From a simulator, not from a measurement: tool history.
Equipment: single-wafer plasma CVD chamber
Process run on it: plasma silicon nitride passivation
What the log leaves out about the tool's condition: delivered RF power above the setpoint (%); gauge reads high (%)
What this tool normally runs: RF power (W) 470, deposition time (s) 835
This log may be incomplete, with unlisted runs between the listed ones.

run    hour  RF power (W)  deposition time (s)  wafers since the last listed run  hours since the last RF generator calibration  hours since the showerhead was replaced  hours since the gauge calibration  read-back reference wafer on the same gauge, thickness_nm  mean film thickness on the monitor wafer (angstrom)
  1     0.0           440                  835                                 0                                          134.9                                   3197.8                              310.2                                                   1279.671                                             11403.91
  2    41.6           440                  835                                63                                          176.5                                   3239.4                              351.8                                                   1280.543                                             11392.87
  3    94.4           440                  835                                80                                          229.3                                   3292.2                              404.6                                                   1279.446                                             11392.26
  4   126.3           470                  835                                48                                          261.2                                   3324.1                              436.5                                                   1279.559                                             11564.53
  5   177.5           470                  835                                77                                          312.4                                   3375.3                              487.7                                                   1280.089                                             11580.84
  6   230.8           470                  835                                81                                          365.7                                   3428.6                              541.0                                                   1279.928                                             11628.35
  7   264.2           470                  835                                50                                          399.1                                   3462.0                              574.4                                                   1280.875                                             11611.36
  8   289.3           470                  835                                38                                          424.2                                   3487.1                              599.5                                                   1280.545                                             11567.02
  9   329.0           470                  776                                60                                          463.9                                   3526.8                              639.2                                                   1279.738                                             10784.99
 10   363.2           470                  776                                52                                          498.1                                   3561.0                              673.4                                                   1279.929                                             10787.54
 11   418.5           470                  776                                84                                          553.4                                   3616.3                              728.7                                                   1280.344                                             10760.94
 12   443.4           470                  778                                37                                          578.3                                   3641.2                              753.6                                                   1280.134                                             10784.10
 13   497.9           470                  778                                82                                          632.8                                   3695.7                              808.1                                                   1279.215                                             10813.73
 14   523.3           470                  778                                38                                          658.2                                   3721.1                              833.5                                                   1279.331                                             10764.63
 15   563.0           470                  835                                60                                          697.9                                   3760.8                              873.2                                                   1279.146                                             11571.77
 16   630.0           470                  835                               102                                          764.9                                   3827.8                              940.2                                                   1280.237                                             11611.99
 17   668.2           470                  835                                58                                          803.1                                   3866.0                              978.4                                                   1279.376                                             11577.58
 18   732.8           470                  835                                98                                          867.7                                   3930.6                             1043.0                                                   1280.052                                             11573.90
 19   912.8           470                  835                               274                                         1047.7                                   4110.6                             1223.0                                                   1279.864                                             11578.77
 20   976.0           470                  835                                96                                         1110.9                                   4173.8                             1286.2                                                   1280.134                                             11594.48
 21  1009.0           470                  835                                50                                         1143.9                                   4206.8                             1319.2                                                   1278.887                                             11602.34
 22  1045.5           425                  835                                55                                         1180.4                                   4243.3                             1355.7                                                   1280.345                                             11339.54
 23  1077.9           470                  679                                49                                         1212.8                                   4275.7                             1388.1                                                   1279.451                                              9422.15
     1105.2  -- RF generator calibrated
 24  1136.4           530                  755                                76                                           31.2                                   4334.2                             1446.6                                                   1280.355                                             10785.37
 25  1183.2           470                  835                                71                                           78.0                                   4381.0                             1493.4                                                   1280.160                                             11642.82
 26  1211.4           470                  835                                42                                          106.2                                   4409.2                             1521.6                                                   1281.217                                             11619.20
 27  1267.7           515                  835                                85                                          162.5                                   4465.5                             1577.9                                                   1278.705                                             11860.42
 28  1311.5           470                  835                                66                                          206.3                                   4509.3                             1621.7                                                   1280.311                                             11624.19
 29  1381.0           565                  877                               105                                          275.8                                   4578.8                             1691.2                                                   1279.968                                             12765.84
 30  1429.9           505                  835                                74                                          324.7                                   4627.7                             1740.1                                                   1280.410                                             11811.36
     1431.2  -- gauge calibrated
     1447.2  -- showerhead replaced
 31  1492.6           425                  776                                83                                          387.4                                     45.4                               61.4                                                   1281.238                                             10464.74
 32  1563.5           470                  835                               107                                          458.3                                    116.3                              132.3                                                   1278.816                                             11572.48
 33  1598.8           540                  835                                53                                          493.6                                    151.6                              167.6                                                   1279.234                                             12040.60
 34  1662.9           425                  685                                97                                          557.7                                    215.7                              231.7                                                   1280.117                                              9291.83
 35  1687.1           470                  962                                36                                          581.9                                    239.9                              255.9                                                   1280.074                                             13339.36
 36  1733.9           470                  835                                71                                          628.7                                    286.7                              302.7                                                   1280.878                                             11608.98
 37  1775.5           470                  835                                63                                          670.3                                    328.3                              344.3                                                   1280.392                                             11584.16
 38  1822.2           470                  943                                71                                          717.0                                    375.0                              391.0                                                   1280.111                                             13059.49
 39  1864.6           410                  991                                64                                          759.4                                    417.4                              433.4                                                   1279.726                                             13344.80

Below are 5 alternative next runs, each starting from the tool's condition after run 39. Predict each:
  A  1865.2           470                  738                                 0                                          760.0                                    418.0                              434.0                                                          ?                                                    ?
  B  1865.2           470                  972                                 0                                          760.0                                    418.0                              434.0                                                          ?                                                    ?
  C  1865.2           400                  696                                 0                                          760.0                                    418.0                              434.0                                                          ?                                                    ?
  D  1865.2           420                  993                                 0                                          760.0                                    418.0                              434.0                                                          ?                                                    ?
  E  1865.2           520                  980                                 0                                          760.0                                    418.0                              434.0                                                          ?                                                    ?

run  read-back reference wafer on the same gauge, thickness_nm  mean film thickness on the monitor wafer (angstrom)
  A                                                   1281.008                                             10205.15
  B                                                   1281.008                                             13440.93
  C                                                   1281.008                                              9261.70
  D                                                   1281.008                                             13366.53
  E                                                   1281.008                                             13890.55
The same runs, with their run-to-run variation unchanged, on a tool lacking any hidden condition would have given:
run  mean film thickness on the monitor wafer (angstrom)
  A                                             10205.15
  B                                             13440.93
  C                                              9261.70
  D                                             13366.53
  E                                             13890.55

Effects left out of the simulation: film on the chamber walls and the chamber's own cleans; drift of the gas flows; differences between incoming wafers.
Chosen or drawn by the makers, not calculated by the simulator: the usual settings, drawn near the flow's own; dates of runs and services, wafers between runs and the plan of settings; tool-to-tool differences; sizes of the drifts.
